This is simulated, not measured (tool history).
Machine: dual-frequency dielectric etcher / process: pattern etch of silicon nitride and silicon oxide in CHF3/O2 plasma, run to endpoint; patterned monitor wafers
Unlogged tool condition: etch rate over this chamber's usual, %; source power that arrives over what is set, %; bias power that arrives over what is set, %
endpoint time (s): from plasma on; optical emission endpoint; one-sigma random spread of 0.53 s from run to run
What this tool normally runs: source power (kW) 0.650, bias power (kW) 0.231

run	hour	source power (kW)	bias power (kW)	wafers since the last listed run	hours since the last wet clean	hours since the last source power generator calibration	hours since the last bias power generator calibration	hours since the last upper electrode change	incoming incoming film thickness, nm	endpoint time (s)
1	0.0	0.560	0.268	0	372.2	4533.4	1886.3	1108.9	289.5	181.8
2	52.0	0.560	0.268	444	424.2	4585.4	1938.3	1160.9	294.0	184.7
3	137.1	0.560	0.268	726	509.3	4670.5	2023.4	1246.0	292.6	184.6
# hour 175.9: wet clean of the chamber
4	242.6	0.650	0.231	696	66.7	4776.0	2128.9	1351.5	290.8	178.9
5	285.1	0.650	0.257	363	109.2	4818.5	2171.4	1394.0	290.7	174.2
6	390.5	0.650	0.257	900	214.6	4923.9	2276.8	1499.4	289.8	174.5
7	439.1	0.650	0.257	415	263.2	4972.5	2325.4	1548.0	295.2	179.0
8	533.5	0.650	0.231	806	357.6	5066.9	2419.8	1642.4	290.2	181.0
# hour 602.6: bias power generator calibrated
9	603.8	0.650	0.231	566	427.9	5137.2	1.2	1712.7	289.1	181.6
# hour 659.3: source power generator calibrated
# hour 730.3: wet clean of the chamber
10	730.8	0.650	0.231	845	0.5	71.5	128.2	1839.7	292.4	179.6
11	809.6	0.650	0.231	673	79.3	150.3	207.0	1918.5	290.1	178.7
12	910.1	0.650	0.231	858	179.8	250.8	307.5	2019.0	290.3	179.6
13	979.6	0.570	0.253	593	249.3	320.3	377.0	2088.5	292.7	184.4
14	1049.7	0.580	0.206	598	319.4	390.4	447.1	2158.6	291.4	192.5
15	1119.9	0.610	0.265	599	389.6	460.6	517.3	2228.8	286.7	176.3
16	1196.1	0.800	0.268	650	465.8	536.8	593.5	2305.0	293.7	168.9
# hour 1274.7: wet clean of the chamber
17	1277.9	0.650	0.231	493	3.2	618.6	675.3	2386.8	288.8	178.0
# hour 1358.1: upper electrode replaced
18	1368.4	0.750	0.186	568	93.7	709.1	765.8	10.3	287.9	180.1
19	1408.9	0.720	0.251	345	134.2	749.6	806.3	50.8	291.2	172.4
20	1485.6	0.650	0.271	655	210.9	826.3	883.0	127.5	291.5	174.7
21	1564.3	0.570	0.183	672	289.6	905.0	961.7	206.2	290.6	199.8
22	1651.8	0.650	0.200	747	377.1	992.5	1049.2	293.7	296.1	193.0
23	1705.9	0.650	0.264	462	431.2	1046.6	1103.3	347.8	291.1	178.1
24	1780.8	0.650	0.231	639	506.1	1121.5	1178.2	422.7	294.2	186.2

What if the next run were any one of these 3? Each begins from the tool's condition after run 24:
A	1781.3	0.650	0.231	4	506.6	1122.0	1178.7	423.2	291.1	?
B	1781.3	0.510	0.210	4	506.6	1122.0	1178.7	423.2	291.1	?
C	1781.3	0.550	0.176	4	506.6	1122.0	1178.7	423.2	291.1	?

run	endpoint time (s)
A	185.0
B	201.7
C	206.0
Without the tool's hidden state the same runs would have given:
run	endpoint time (s)
A	178.5
B	194.6
C	198.7
